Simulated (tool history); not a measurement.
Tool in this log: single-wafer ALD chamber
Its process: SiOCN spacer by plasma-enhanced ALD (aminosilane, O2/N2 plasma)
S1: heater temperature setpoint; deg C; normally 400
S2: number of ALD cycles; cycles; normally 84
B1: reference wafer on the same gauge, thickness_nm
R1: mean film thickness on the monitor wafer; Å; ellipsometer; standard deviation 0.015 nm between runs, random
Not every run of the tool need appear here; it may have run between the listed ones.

run 1 day=0.000 | S1=400 S2=84 | B1=4.482 | R1=52.16
run 2 day=2.796 | S1=394 S2=84 | B1=4.481 | R1=52.56
run 3 day=4.504 | S1=394 S2=84 | B1=4.481 | R1=52.29
run 4 day=8.154 | S1=394 S2=84 | B1=4.473 | R1=52.40
run 5 day=12.025 | S1=400 S2=84 | B1=4.468 | R1=52.24
run 6 day=16.512 | S1=400 S2=84 | B1=4.460 | R1=52.31
run 7 day=20.158 | S1=400 S2=84 | B1=4.449 | R1=52.02
run 8 day=22.808 | S1=400 S2=79 | B1=4.443 | R1=49.09
run 9 day=26.350 | S1=400 S2=79 | B1=4.427 | R1=48.85
-- day=30.596 gauge calibrated
run 10 day=30.642 | S1=400 S2=79 | B1=4.495 | R1=49.75
run 11 day=35.054 | S1=400 S2=84 | B1=4.501 | R1=52.71
run 12 day=45.912 | S1=400 S2=94 | B1=4.493 | R1=58.92
run 13 day=49.583 | S1=387 S2=68 | B1=4.491 | R1=42.65
run 14 day=52.412 | S1=400 S2=69 | B1=4.490 | R1=43.13
run 15 day=54.417 | S1=396 S2=99 | B1=4.488 | R1=62.10
run 16 day=56.662 | S1=405 S2=94 | B1=4.485 | R1=58.19
-- day=57.133 thermocouple changed; heater temperature recalibrated
run 17 day=58.929 | S1=406 S2=79 | B1=4.484 | R1=48.40
run 18 day=60.871 | S1=400 S2=84 | B1=4.478 | R1=52.57
run 19 day=64.500 | S1=412 S2=72 | B1=4.480 | R1=43.39
run 20 day=67.467 | S1=407 S2=84 | B1=4.472 | R1=51.27
run 21 day=69.429 | S1=400 S2=84 | B1=4.468 | R1=52.35
run 22 day=72.600 | S1=413 S2=89 | B1=4.461 | R1=53.37
run 23 day=74.300 | S1=407 S2=73 | B1=4.463 | R1=44.50
run 24 day=78.421 | S1=400 S2=92 | B1=4.453 | R1=57.39
run 25 day=80.971 | S1=411 S2=84 | B1=4.447 | R1=50.66

Measured result minus the same run's result without the hidden state. Both carry the same run-to-run variation, though not necessarily the same gauge scatter:
Unlogged tool condition in this case: wafer temperature above the value expected at the setpoint (K); gauge reads high (%).
run=1 R1=-0.19
run=2 R1=-0.24
run=3 R1=-0.27
run=4 R1=-0.35
run=5 R1=-0.43
run=6 R1=-0.53
run=7 R1=-0.62
run=8 R1=-0.66
run=9 R1=-0.74
run=10 R1=-0.03
run=11 R1=-0.03
run=12 R1=-0.09
run=13 R1=-0.09
run=14 R1=-0.11
run=15 R1=-0.19
run=16 R1=-0.21
run=17 R1=-0.20
run=18 R1=-0.24
run=19 R1=-0.25
run=20 R1=-0.34
run=21 R1=-0.38
run=22 R1=-0.45
run=23 R1=-0.40
run=24 R1=-0.62
run=25 R1=-0.60
